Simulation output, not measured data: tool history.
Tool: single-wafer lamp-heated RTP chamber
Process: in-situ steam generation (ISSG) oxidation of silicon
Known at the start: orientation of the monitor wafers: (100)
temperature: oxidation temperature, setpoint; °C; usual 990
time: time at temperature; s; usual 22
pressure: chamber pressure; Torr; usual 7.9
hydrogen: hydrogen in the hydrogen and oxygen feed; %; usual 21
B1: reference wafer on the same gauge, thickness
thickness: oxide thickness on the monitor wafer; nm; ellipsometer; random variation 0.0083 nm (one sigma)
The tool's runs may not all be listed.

Run 1, hour 0.0: usual settings; B1 6.031. Result: thickness 5.574 nm.
Run 2, hour 33.9: usual settings; B1 6.031. Result: thickness 5.588 nm.
Run 3, hour 69.0: usual settings; B1 6.025. Result: thickness 5.580 nm.
Run 4, hour 97.1: usual settings; B1 6.028. Result: thickness 5.609 nm.
Run 5, hour 127.5: usual settings; B1 6.028. Result: thickness 5.588 nm.
Run 6, hour 143.6: usual settings; B1 6.027. Result: thickness 5.585 nm.
Run 7, hour 176.8: usual settings; B1 6.029. Result: thickness 5.592 nm.
Run 8, hour 197.0: usual settings; B1 6.029. Result: thickness 5.616 nm.
Run 9, hour 211.6: usual settings but time 18 s; B1 6.027. Result: thickness 5.121 nm.
Run 10, hour 244.9: usual settings but time 18 s; B1 6.031. Result: thickness 5.131 nm.
Run 11, hour 264.7: usual settings; B1 6.028. Result: thickness 5.613 nm.
At hour 269.6: gauge calibrated.
Run 12, hour 288.1: usual settings but hydrogen 26 %; B1 6.030. Result: thickness 5.914 nm.
At hour 369.2: hydrogen flow controller replaced.
Run 13, hour 369.7: usual settings but temperature 1001 °C, hydrogen 27 %; B1 6.032. Result: thickness 6.244 nm.
At hour 394.7: pressure gauge zeroed.
Run 14, hour 399.9: usual settings but temperature 995 °C, hydrogen 29 %; B1 6.030. Result: thickness 6.212 nm.
At hour 426.7: pyrometer window cleaned and pyrometer calibrated.
Run 15, hour 427.2: usual settings; B1 6.028. Result: thickness 5.556 nm.
Run 16, hour 453.0: usual settings but temperature 1009 °C, time 28 s, pressure 9.1 Torr; B1 6.030. Result: thickness 6.727 nm.
Run 17, hour 480.3: usual settings but temperature 972 °C, hydrogen 30 %; B1 6.027. Result: thickness 5.672 nm.
Run 18, hour 507.2: usual settings but hydrogen 31 %; B1 6.029. Result: thickness 6.117 nm.
Run 19, hour 534.3: usual settings; B1 6.032. Result: thickness 5.580 nm.
At hour 544.0: gauge calibrated.
Run 20, hour 549.4: usual settings but time 28 s, pressure 7.2 Torr; B1 6.033. Result: thickness 6.225 nm.

5 ways to go on from here, each from the tool as it stands after run 20. What would each give?
Run A, hour 549.8: usual settings; B1 ?. Result: thickness ?.
Run B, hour 549.8: usual settings but temperature 978 °C, time 19 s, pressure 7.5 Torr, hydrogen 27 %; B1 ?. Result: thickness ?.
Run C, hour 549.8: usual settings but temperature 1002 °C; B1 ?. Result: thickness ?.
Run D, hour 549.8: usual settings but temperature 981 °C, pressure 8.8 Torr, hydrogen 31 %; B1 ?. Result: thickness ?.
Run E, hour 549.8: usual settings but temperature 1001 °C, hydrogen 13 %; B1 ?. Result: thickness ?.

run     B1  thickness
  A  6.030      5.565
  B  6.030      5.308
  C  6.030      5.846
  D  6.030      5.860
  E  6.030      5.234
Without the tool's hidden state the same runs would have given:
run  thickness
  A      5.549
  B      5.295
  C      5.828
  D      5.844
  E      5.218
